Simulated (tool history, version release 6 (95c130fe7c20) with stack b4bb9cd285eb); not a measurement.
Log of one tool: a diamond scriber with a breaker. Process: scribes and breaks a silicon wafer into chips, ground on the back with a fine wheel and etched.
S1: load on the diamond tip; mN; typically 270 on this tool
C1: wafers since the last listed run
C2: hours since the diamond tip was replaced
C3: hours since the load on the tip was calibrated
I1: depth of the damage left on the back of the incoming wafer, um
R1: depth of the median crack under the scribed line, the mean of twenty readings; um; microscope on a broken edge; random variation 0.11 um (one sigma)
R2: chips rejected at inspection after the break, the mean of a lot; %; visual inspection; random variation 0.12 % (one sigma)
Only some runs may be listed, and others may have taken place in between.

run 1 hour=0.0 | S1=270 | C1=0 C2=147.1 C3=361.5 | I1=0.65 | R1=13.49 R2=2.47
run 2 hour=36.6 | S1=270 | C1=73 C2=183.7 C3=398.1 | I1=0.46 | R1=13.39 R2=2.85
run 3 hour=65.9 | S1=298 | C1=59 C2=213.0 C3=427.4 | I1=0.60 | R1=14.97 R2=8.65
run 4 hour=101.3 | S1=298 | C1=71 C2=248.4 C3=462.8 | I1=0.61 | R1=15.24 R2=8.23
run 5 hour=149.4 | S1=298 | C1=96 C2=296.5 C3=510.9 | I1=0.54 | R1=15.42 R2=8.31
-- hour=174.6 load on the tip recalibrated
run 6 hour=185.8 | S1=270 | C1=69 C2=332.9 C3=11.2 | I1=0.77 | R1=15.08 R2=6.45
run 7 hour=231.1 | S1=270 | C1=91 C2=378.2 C3=56.5 | I1=0.77 | R1=14.79 R2=5.78
run 8 hour=286.5 | S1=270 | C1=111 C2=433.6 C3=111.9 | I1=0.73 | R1=14.97 R2=7.85
run 9 hour=321.3 | S1=270 | C1=70 C2=468.4 C3=146.7 | I1=0.68 | R1=15.06 R2=7.56
run 10 hour=350.8 | S1=270 | C1=59 C2=497.9 C3=176.2 | I1=0.72 | R1=15.22 R2=7.66
run 11 hour=395.2 | S1=270 | C1=89 C2=542.3 C3=220.6 | I1=0.49 | R1=14.93 R2=7.82
-- hour=402.1 diamond tip replaced by a new one
run 12 hour=433.0 | S1=270 | C1=72 C2=30.9 C3=258.4 | I1=0.40 | R1=15.29 R2=8.79
run 13 hour=464.1 | S1=270 | C1=62 C2=62.0 C3=289.5 | I1=0.76 | R1=15.25 R2=9.31
run 14 hour=504.0 | S1=295 | C1=80 C2=101.9 C3=329.4 | I1=0.40 | R1=17.07 R2=17.08
-- hour=526.0 load on the tip recalibrated, repeated, since the last time left the tool worse
run 15 hour=570.3 | S1=295 | C1=129 C2=168.2 C3=44.3 | I1=0.38 | R1=14.14 R2=3.64
run 16 hour=634.7 | S1=295 | C1=129 C2=232.6 C3=108.7 | I1=0.35 | R1=13.97 R2=3.83
run 17 hour=661.7 | S1=270 | C1=54 C2=259.6 C3=135.7 | I1=0.80 | R1=12.77 R2=1.72
run 18 hour=718.4 | S1=334 | C1=114 C2=316.3 C3=192.4 | I1=0.79 | R1=16.14 R2=12.76
run 19 hour=756.7 | S1=299 | C1=77 C2=354.6 C3=230.7 | I1=0.60 | R1=14.65 R2=5.18
run 20 hour=805.4 | S1=270 | C1=98 C2=403.3 C3=279.4 | I1=0.51 | R1=13.29 R2=2.11
run 21 hour=829.7 | S1=234 | C1=48 C2=427.6 C3=303.7 | I1=0.61 | R1=10.97 R2=5.02
-- hour=841.4 diamond tip replaced by a new one
run 22 hour=873.2 | S1=218 | C1=83 C2=31.8 C3=347.2 | I1=0.31 | R1=10.26 R2=12.07
run 23 hour=910.1 | S1=270 | C1=74 C2=68.7 C3=384.1 | I1=0.67 | R1=13.28 R2=2.24
run 24 hour=964.8 | S1=270 | C1=110 C2=123.4 C3=438.8 | I1=0.79 | R1=13.42 R2=2.62
run 25 hour=992.4 | S1=307 | C1=55 C2=151.0 C3=466.4 | I1=0.65 | R1=15.54 R2=9.30
run 26 hour=1027.2 | S1=348 | C1=70 C2=185.8 C3=501.2 | I1=0.75 | R1=17.45 R2=19.67
run 27 hour=1093.4 | S1=332 | C1=133 C2=252.0 C3=567.4 | I1=0.51 | R1=16.79 R2=17.17
-- hour=1111.8 load on the tip recalibrated
run 28 hour=1121.2 | S1=301 | C1=51 C2=279.8 C3=9.4 | I1=0.41 | R1=14.44 R2=4.58
run 29 hour=1147.6 | S1=270 | C1=53 C2=306.2 C3=35.8 | I1=0.58 | R1=12.64 R2=1.78
run 30 hour=1187.9 | S1=323 | C1=81 C2=346.5 C3=76.1 | I1=0.62 | R1=15.35 R2=8.51
run 31 hour=1218.7 | S1=241 | C1=62 C2=377.3 C3=106.9 | I1=0.40 | R1=11.24 R2=4.95
-- hour=1288.0 diamond tip replaced by a new one
run 32 hour=1288.5 | S1=323 | C1=136 C2=0.5 C3=176.7 | I1=0.44 | R1=15.60 R2=9.09
run 33 hour=1325.0 | S1=303 | C1=73 C2=37.0 C3=213.2 | I1=0.72 | R1=14.96 R2=5.83
run 34 hour=1370.7 | S1=193 | C1=92 C2=82.7 C3=258.9 | I1=0.68 | R1=8.39 R2=31.70
run 35 hour=1416.9 | S1=320 | C1=93 C2=128.9 C3=305.1 | I1=0.40 | R1=15.72 R2=10.76
run 36 hour=1477.4 | S1=270 | C1=121 C2=189.4 C3=365.6 | I1=0.31 | R1=13.54 R2=2.13
run 37 hour=1543.7 | S1=270 | C1=133 C2=255.7 C3=431.9 | I1=0.30 | R1=13.50 R2=2.24
run 38 hour=1731.9 | S1=321 | C1=379 C2=443.9 C3=620.1 | I1=0.53 | R1=16.43 R2=13.88
-- hour=1761.9 load on the tip recalibrated
-- hour=1864.0 diamond tip replaced by a new one
run 39 hour=1909.9 | S1=270 | C1=350 C2=45.9 C3=148.0 | I1=0.67 | R1=13.23 R2=2.13
run 40 hour=1947.9 | S1=270 | C1=76 C2=83.9 C3=186.0 | I1=0.34 | R1=13.13 R2=1.97

How would selected steps in R1 from run to run divide? Give the signed amount a tool lacking its hidden state would still show from settings, what came in and random variation, and the signed amount left for the hidden state, including any gauge scatter that is not in both of the compared results.
The hidden state here: share of the diamond tip's cutting effectiveness lost through wear, %; deviation of the load on the tip from its setpoint, %.
Run 5 -> 6: S1 298 -> 270, load on the tip recalibrated. R1 -0.34 um: hidden state +0.98, all else -1.32.
Run 14 -> 15: load on the tip recalibrated, repeated, since the last time left the tool worse. R1 -2.93 um: hidden state -3.02, all else +0.09.
Run 27 -> 28: S1 332 -> 301, load on the tip recalibrated. R1 -2.35 um: hidden state -1.27, all else -1.08.
Run 31 -> 32: S1 241 -> 323, diamond tip replaced by a new one. R1 +4.36 um: hidden state +0.18, all else +4.18.
Run 33 -> 34: S1 303 -> 193. R1 -6.57 um: hidden state -0.07, all else -6.50.
Run 34 -> 35: S1 193 -> 320. R1 +7.33 um: hidden state +0.30, all else +7.03.

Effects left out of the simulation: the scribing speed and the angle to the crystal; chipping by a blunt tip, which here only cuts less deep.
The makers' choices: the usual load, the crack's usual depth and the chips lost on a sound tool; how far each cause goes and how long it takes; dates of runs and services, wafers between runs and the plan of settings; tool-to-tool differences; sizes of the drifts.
